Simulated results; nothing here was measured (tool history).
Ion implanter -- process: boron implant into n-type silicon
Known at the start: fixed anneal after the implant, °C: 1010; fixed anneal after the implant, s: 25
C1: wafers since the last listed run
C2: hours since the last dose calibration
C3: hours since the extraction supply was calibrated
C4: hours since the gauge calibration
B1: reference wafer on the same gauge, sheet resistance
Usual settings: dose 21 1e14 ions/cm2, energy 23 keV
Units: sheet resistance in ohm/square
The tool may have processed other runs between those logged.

run 1 hour=0 | dose=25.11 energy=23 | C1=0 C2=546.8 C3=2278.1 C4=2170.2 | B1=65.85 | sheet_resistance=67.75
run 2 hour=51.5 | dose=21 energy=20 | C1=1254 C2=598.3 C3=2329.6 C4=2221.7 | B1=65.87 | sheet_resistance=77.87
run 3 hour=99.9 | dose=21 energy=20 | C1=1178 C2=646.7 C3=2378 C4=2270.1 | B1=65.87 | sheet_resistance=78.43
run 4 hour=148.5 | dose=21 energy=23 | C1=1183 C2=695.3 C3=2426.6 C4=2318.7 | B1=65.99 | sheet_resistance=74.05
run 5 hour=190.7 | dose=21 energy=23 | C1=1027 C2=737.5 C3=2468.8 C4=2360.9 | B1=65.9 | sheet_resistance=75.49
run 6 hour=339.3 | dose=21 energy=23 | C1=3619 C2=886.1 C3=2617.4 C4=2509.5 | B1=65.98 | sheet_resistance=74.47
-- hour=390.7 extraction supply calibrated
run 7 hour=391.5 | dose=21 energy=23 | C1=1076 C2=938.3 C3=0.8 C4=2561.7 | B1=65.85 | sheet_resistance=74.57
-- hour=427.7 gauge calibrated
run 8 hour=447.1 | dose=21 energy=23 | C1=1354 C2=993.9 C3=56.4 C4=19.4 | B1=65.84 | sheet_resistance=74.35
run 9 hour=492.1 | dose=21 energy=23 | C1=1096 C2=1038.9 C3=101.4 C4=64.4 | B1=65.88 | sheet_resistance=74.13
run 10 hour=548.5 | dose=21 energy=23 | C1=1373 C2=1095.3 C3=157.8 C4=120.8 | B1=65.92 | sheet_resistance=74.44
run 11 hour=614.7 | dose=21 energy=23 | C1=1612 C2=1161.5 C3=224 C4=187 | B1=65.91 | sheet_resistance=74.64
run 12 hour=658.5 | dose=21 energy=23 | C1=1066 C2=1205.3 C3=267.8 C4=230.8 | B1=65.9 | sheet_resistance=74.57
-- hour=714.1 Faraday cup replaced and dose calibrated
run 13 hour=714.6 | dose=21 energy=23 | C1=1171 C2=0.5 C3=323.9 C4=286.9 | B1=65.88 | sheet_resistance=79.1
run 14 hour=775.1 | dose=21 energy=23 | C1=1473 C2=61 C3=384.4 C4=347.4 | B1=65.92 | sheet_resistance=78.85
run 15 hour=818.5 | dose=21 energy=23 | C1=1057 C2=104.4 C3=427.8 C4=390.8 | B1=65.88 | sheet_resistance=79.01
run 16 hour=845 | dose=24.86 energy=23 | C1=645 C2=130.9 C3=454.3 C4=417.3 | B1=65.97 | sheet_resistance=71.07
run 17 hour=871.9 | dose=21 energy=23 | C1=655 C2=157.8 C3=481.2 C4=444.2 | B1=65.85 | sheet_resistance=78.74
run 18 hour=922.7 | dose=23.89 energy=19.5 | C1=1237 C2=208.6 C3=532 C4=495 | B1=65.9 | sheet_resistance=76.76
run 19 hour=978.3 | dose=21 energy=23 | C1=1354 C2=264.2 C3=587.6 C4=550.6 | B1=65.81 | sheet_resistance=78.73
run 20 hour=1034 | dose=21 energy=19.5 | C1=1356 C2=319.9 C3=643.3 C4=606.3 | B1=65.8 | sheet_resistance=81.33
run 21 hour=1070.9 | dose=23.24 energy=17 | C1=898 C2=356.8 C3=680.2 C4=643.2 | B1=65.9 | sheet_resistance=81.62
-- hour=1126.9 Faraday cup replaced and dose calibrated, repeated, since the last time left the tool worse
run 22 hour=1134.3 | dose=21 energy=20.5 | C1=1349 C2=7.4 C3=743.6 C4=706.6 | B1=65.97 | sheet_resistance=77.83
run 23 hour=1179.3 | dose=16.24 energy=31 | C1=1096 C2=52.4 C3=788.6 C4=751.6 | B1=65.85 | sheet_resistance=85.44
run 24 hour=1212.4 | dose=25.82 energy=28 | C1=806 C2=85.5 C3=821.7 C4=784.7 | B1=65.99 | sheet_resistance=64.49
run 25 hour=1276.9 | dose=21 energy=23 | C1=1570 C2=150 C3=886.2 C4=849.2 | B1=65.87 | sheet_resistance=76.12
run 26 hour=1302 | dose=22.93 energy=18.5 | C1=611 C2=175.1 C3=911.3 C4=874.3 | B1=65.82 | sheet_resistance=77.08
run 27 hour=1360.2 | dose=15.97 energy=27.5 | C1=1417 C2=233.3 C3=969.5 C4=932.5 | B1=65.95 | sheet_resistance=87.15
run 28 hour=1393.2 | dose=22.69 energy=23 | C1=803 C2=266.3 C3=1002.5 C4=965.5 | B1=65.89 | sheet_resistance=72.25
run 29 hour=1438.3 | dose=26.71 energy=28.5 | C1=1098 C2=311.4 C3=1047.6 C4=1010.6 | B1=65.94 | sheet_resistance=62.31
run 30 hour=1489 | dose=15.97 energy=27.5 | C1=1234 C2=362.1 C3=1098.3 C4=1061.3 | B1=65.95 | sheet_resistance=87.78
run 31 hour=1538.8 | dose=18.86 energy=18 | C1=1212 C2=411.9 C3=1148.1 C4=1111.1 | B1=65.86 | sheet_resistance=85.81
run 32 hour=1587.9 | dose=21 energy=17.5 | C1=1195 C2=461 C3=1197.2 C4=1160.2 | B1=65.95 | sheet_resistance=81.87
run 33 hour=1618.8 | dose=15.29 energy=28.5 | C1=752 C2=491.9 C3=1228.1 C4=1191.1 | B1=65.91 | sheet_resistance=89.67
run 34 hour=1657.7 | dose=15.59 energy=21 | C1=947 C2=530.8 C3=1267 C4=1230 | B1=65.95 | sheet_resistance=92.11
run 35 hour=1708.5 | dose=21 energy=23 | C1=1237 C2=581.6 C3=1317.8 C4=1280.8 | B1=65.79 | sheet_resistance=75.68
run 36 hour=1772.3 | dose=21 energy=23 | C1=1553 C2=645.4 C3=1381.6 C4=1344.6 | B1=66.05 | sheet_resistance=75.57
run 37 hour=1840.2 | dose=18.36 energy=25 | C1=1653 C2=713.3 C3=1449.5 C4=1412.5 | B1=65.91 | sheet_resistance=79.88
run 38 hour=1896.8 | dose=15.66 energy=19.5 | C1=1378 C2=769.9 C3=1506.1 C4=1469.1 | B1=65.83 | sheet_resistance=93.1

For each run, what was the tool's unlogged condition?
deviation of the true energy from its setpoint, %: 0 at every run
gauge reads high (%): 0 at every run
H1: deviation of the true dose from the Faraday cup's reading, %
run=1 H1=2.7
run=2 H1=2.81
run=3 H1=2.9
run=4 H1=2.99
run=5 H1=3.06
run=6 H1=3.25
run=7 H1=3.31
run=8 H1=3.36
run=9 H1=3.4
run=10 H1=3.45
run=11 H1=3.49
run=12 H1=3.52
run=13 H1=-6.51
run=14 H1=-6.1
run=15 H1=-5.84
run=16 H1=-5.69
run=17 H1=-5.55
run=18 H1=-5.3
run=19 H1=-5.06
run=20 H1=-4.85
run=21 H1=-4.71
run=22 H1=-0.581
run=23 H1=-0.28
run=24 H1=-0.0761
run=25 H1=0.284
run=26 H1=0.411
run=27 H1=0.683
run=28 H1=0.823
run=29 H1=0.999
run=30 H1=1.18
run=31 H1=1.34
run=32 H1=1.48
run=33 H1=1.56
run=34 H1=1.66
run=35 H1=1.77
run=36 H1=1.9
run=37 H1=2.02
run=38 H1=2.1
